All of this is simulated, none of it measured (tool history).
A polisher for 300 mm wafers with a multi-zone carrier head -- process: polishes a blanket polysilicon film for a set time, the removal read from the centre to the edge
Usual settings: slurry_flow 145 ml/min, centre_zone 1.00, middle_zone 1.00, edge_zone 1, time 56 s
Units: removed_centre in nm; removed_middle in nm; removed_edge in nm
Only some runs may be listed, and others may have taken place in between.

| run | hour | slurry_flow | centre_zone | middle_zone | edge_zone | time | incoming thickness of the incoming film, nm | removed_centre | removed_middle | removed_edge |
|---|---|---|---|---|---|---|---|---|---|---|
| 1 | 0.0 | 145 | 1.00 | 0.94 | 1 | 56 | 2119.1 | 329.5 | 353.0 | 386.6 |
|  | 11.3 | worn pad replaced by a new one |
| 2 | 17.2 | 145 | 1.00 | 0.94 | 1 | 56 | 2089.3 | 330.9 | 342.4 | 383.9 |
| 3 | 28.2 | 145 | 1.00 | 0.94 | 1 | 56 | 2085.8 | 327.0 | 347.2 | 386.2 |
| 4 | 38.2 | 145 | 1.06 | 1.00 | 1 | 49 | 2072.2 | 298.3 | 315.9 | 335.6 |
| 5 | 44.7 | 145 | 1.00 | 1.00 | 1 | 56 | 2071.2 | 325.1 | 362.4 | 384.0 |
| 6 | 55.6 | 145 | 1.00 | 1.00 | 1 | 56 | 2139.4 | 322.6 | 367.1 | 382.8 |
|  | 75.7 | worn pad replaced by a new one |
| 7 | 76.2 | 145 | 1.00 | 1.00 | 1 | 56 | 2096.5 | 320.5 | 363.3 | 382.1 |
|  | 80.1 | edge zone pressure recalibrated |
| 8 | 83.2 | 145 | 1.00 | 1.00 | 1 | 56 | 2095.7 | 322.8 | 361.3 | 381.1 |
|  | 86.2 | centre zone pressure recalibrated |
| 9 | 90.2 | 145 | 1.00 | 1.00 | 1 | 56 | 2154.5 | 355.8 | 360.1 | 378.2 |
| 10 | 100.4 | 145 | 1.00 | 1.00 | 1 | 56 | 2105.6 | 338.9 | 365.1 | 383.3 |
|  | 107.8 | slurry nozzle cleaned |
| 11 | 117.1 | 145 | 1.00 | 1.00 | 1 | 56 | 2118.6 | 420.1 | 426.3 | 424.1 |
|  | 126.1 | worn pad replaced by a new one |
| 12 | 134.3 | 145 | 1.12 | 1.00 | 1 | 73 | 2075.5 | 605.1 | 549.6 | 551.5 |
| 13 | 140.4 | 145 | 1.00 | 1.08 | 1 | 56 | 2145.9 | 418.6 | 442.8 | 427.5 |
| 14 | 152.5 | 145 | 1.00 | 1.00 | 1 | 56 | 2108.0 | 414.1 | 419.4 | 421.2 |
| 15 | 159.2 | 145 | 1.00 | 1.00 | 1 | 66 | 2117.7 | 480.8 | 490.6 | 490.5 |
|  | 167.7 | carrier head's membrane replaced by a new one |
| 16 | 168.2 | 145 | 1.00 | 1.10 | 1 | 50 | 2087.5 | 361.6 | 401.7 | 380.2 |
|  | 187.3 | worn pad replaced by a new one |
| 17 | 187.8 | 115 | 1.00 | 1.05 | 1 | 56 | 2128.4 | 387.6 | 404.8 | 399.9 |
| 18 | 192.4 | 145 | 0.96 | 1.00 | 1 | 56 | 2103.7 | 390.2 | 413.4 | 408.6 |
| 19 | 206.4 | 145 | 1.00 | 0.91 | 1 | 56 | 2131.9 | 406.6 | 379.5 | 421.3 |

What does the tool deliver on the next run?
|  | 244.2 | worn pad replaced by a new one |
| 20 | 244.7 | 175 | 0.95 | 1.00 | 1 | 56 | 2143.7 | ? | ? | ? |

Logged for run 20: removed_centre 400.4 nm, removed_middle 425.6 nm, removed_edge 423.9 nm.
Take away the tool's hidden state, keep the run-to-run variation as it was, and the same run would have given removed_centre 432.6 nm, removed_middle 449.7 nm, removed_edge 441.0 nm.

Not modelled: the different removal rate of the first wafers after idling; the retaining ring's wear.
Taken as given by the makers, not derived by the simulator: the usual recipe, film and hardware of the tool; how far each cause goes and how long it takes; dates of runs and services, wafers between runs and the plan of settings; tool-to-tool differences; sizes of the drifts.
